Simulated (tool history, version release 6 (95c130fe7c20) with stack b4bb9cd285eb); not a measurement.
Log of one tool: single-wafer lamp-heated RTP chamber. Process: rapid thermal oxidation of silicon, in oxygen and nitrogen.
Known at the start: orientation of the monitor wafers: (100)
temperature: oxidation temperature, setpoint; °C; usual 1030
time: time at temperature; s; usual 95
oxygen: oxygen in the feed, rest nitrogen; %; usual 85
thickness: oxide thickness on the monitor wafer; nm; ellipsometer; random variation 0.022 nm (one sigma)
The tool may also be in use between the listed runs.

run	hour	temperature	time	oxygen	read-back reference wafer on the same gauge, thickness	thickness
1	0.0	1030	95	85	7.412	9.006
2	63.0	1030	95	98	7.418	9.465
# hour 73.5: pyrometer window cleaned and pyrometer calibrated
3	132.2	1030	95	92	7.415	9.216
4	185.6	1030	108	85	7.408	9.490
5	230.6	1030	108	85	7.414	9.524
# hour 268.2: pyrometer window cleaned and pyrometer calibrated
6	283.0	1030	95	85	7.423	8.930
7	328.0	1030	95	85	7.419	8.992
# hour 349.4: gauge calibrated
8	370.3	1030	95	85	7.417	8.949
# hour 394.8: oxygen flow controller replaced
9	398.3	1030	95	85	7.420	9.028
10	430.7	1030	95	85	7.425	9.002
# hour 486.7: pyrometer window cleaned and pyrometer calibrated
11	497.4	1049	49	98	7.416	8.009
12	557.2	1021	116	93	7.417	9.581
13	589.3	1044	73	58	7.422	7.635
14	616.0	1030	95	85	7.420	9.001
# hour 685.6: pyrometer window cleaned and pyrometer calibrated
15	797.2	1016	112	85	7.419	8.743
16	850.3	1030	78	85	7.424	8.226
17	911.1	1044	95	69	7.423	9.182
# hour 927.7: pyrometer window cleaned and pyrometer calibrated
18	968.7	1030	95	85	7.422	8.967
19	1027.9	1030	95	85	7.425	8.954
20	1086.9	1018	95	59	7.425	7.223
# hour 1132.8: pyrometer window cleaned and pyrometer calibrated
21	1144.7	1003	76	70	7.422	6.259

Forecast each of these 5 alternatives for the next run:
A	1145.1	1030	95	85	?	?
B	1145.1	1058	95	64	?	?
C	1145.1	1008	135	98	?	?
D	1145.1	1059	69	68	?	?
E	1145.1	1059	136	98	?	?

run	read-back reference wafer on the same gauge, thickness	thickness
A	7.414	8.972
B	7.414	9.841
C	7.414	9.462
D	7.414	8.765
E	7.414	13.657
Without the tool's hidden state the same runs would have given:
run	thickness
A	8.972
B	9.841
C	9.462
D	8.765
E	13.657

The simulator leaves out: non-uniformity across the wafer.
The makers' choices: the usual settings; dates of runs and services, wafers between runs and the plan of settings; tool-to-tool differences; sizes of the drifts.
